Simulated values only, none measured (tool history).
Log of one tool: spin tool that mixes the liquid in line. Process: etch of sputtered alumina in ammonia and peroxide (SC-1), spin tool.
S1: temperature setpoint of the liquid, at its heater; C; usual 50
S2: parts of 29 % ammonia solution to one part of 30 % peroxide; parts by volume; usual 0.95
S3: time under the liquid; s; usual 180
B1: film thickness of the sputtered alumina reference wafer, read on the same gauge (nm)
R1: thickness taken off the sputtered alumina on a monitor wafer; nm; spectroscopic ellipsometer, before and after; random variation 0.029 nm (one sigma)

run 1 hour=0 | S1=53 S2=0.95 S3=180 | B1=140 | R1=7.56
run 2 hour=10.9 | S1=50 S2=0.95 S3=180 | B1=139.96 | R1=6.35
run 3 hour=24.1 | S1=50 S2=0.95 S3=180 | B1=140.02 | R1=6.36
-- hour=32.5 gauge calibrated
run 4 hour=39.8 | S1=50 S2=0.95 S3=180 | B1=139.98 | R1=6.34
-- hour=57.8 heated supply line repaired
run 5 hour=60.3 | S1=50 S2=0.95 S3=180 | B1=139.98 | R1=6.65
run 6 hour=66.8 | S1=50 S2=0.95 S3=180 | B1=139.99 | R1=6.7
run 7 hour=81 | S1=50 S2=0.95 S3=180 | B1=140.02 | R1=6.68
run 8 hour=90.5 | S1=50 S2=0.95 S3=180 | B1=140.05 | R1=6.66
run 9 hour=105.9 | S1=46 S2=0.65 S3=145 | B1=139.97 | R1=4.14
run 10 hour=146.9 | S1=59 S2=1.1 S3=85 | B1=139.99 | R1=5.13
-- hour=154 ammonia flow meter replaced
run 11 hour=154.3 | S1=50 S2=0.75 S3=225 | B1=139.97 | R1=8.03
run 12 hour=163 | S1=50 S2=1.1 S3=180 | B1=139.98 | R1=6.7
-- hour=173.3 new drum of ammonia solution connected
run 13 hour=176.7 | S1=50 S2=0.6 S3=180 | B1=140.02 | R1=6.33
run 14 hour=184 | S1=50 S2=0.95 S3=180 | B1=140.01 | R1=6.59
-- hour=192 thermometer replaced
run 15 hour=196.9 | S1=55 S2=1.2 S3=125 | B1=140.02 | R1=7
run 16 hour=203 | S1=55.5 S2=1.2 S3=130 | B1=140.03 | R1=7.38
run 17 hour=216.8 | S1=50 S2=0.95 S3=180 | B1=140.02 | R1=7.47
run 18 hour=230.6 | S1=50 S2=1.15 S3=210 | B1=140.02 | R1=8.85
run 19 hour=241.2 | S1=42.5 S2=1.1 S3=235 | B1=140 | R1=6.45
run 20 hour=248.7 | S1=50 S2=0.7 S3=180 | B1=140.01 | R1=7.24
run 21 hour=260 | S1=46 S2=1.2 S3=145 | B1=139.98 | R1=4.92
run 22 hour=281.7 | S1=50 S2=0.95 S3=180 | B1=140.02 | R1=7.42
run 23 hour=289.9 | S1=50 S2=0.75 S3=225 | B1=139.98 | R1=9.05
run 24 hour=298.4 | S1=57.5 S2=1.2 S3=180 | B1=140.01 | R1=11.26

5 ways to go on from here, each from the tool as it stands after run 24. What would each give?
run A hour=298.9 | S1=50 S2=0.95 S3=180 | B1=? | R1=?
run B hour=298.9 | S1=50 S2=0.95 S3=125 | B1=? | R1=?
run C hour=298.9 | S1=41.5 S2=1.15 S3=95 | B1=? | R1=?
run D hour=298.9 | S1=50 S2=0.95 S3=285 | B1=? | R1=?
run E hour=298.9 | S1=57.5 S2=1.2 S3=265 | B1=? | R1=?

run=A B1=139.96 R1=7.36
run=B B1=139.96 R1=5.11
run=C B1=139.96 R1=2.44
run=D B1=139.96 R1=11.66
run=E B1=139.96 R1=16.59
Without the tool's hidden state the same runs would have given:
run=A R1=7.6
run=B R1=5.28
run=C R1=2.52
run=D R1=12.03
run=E R1=17.09

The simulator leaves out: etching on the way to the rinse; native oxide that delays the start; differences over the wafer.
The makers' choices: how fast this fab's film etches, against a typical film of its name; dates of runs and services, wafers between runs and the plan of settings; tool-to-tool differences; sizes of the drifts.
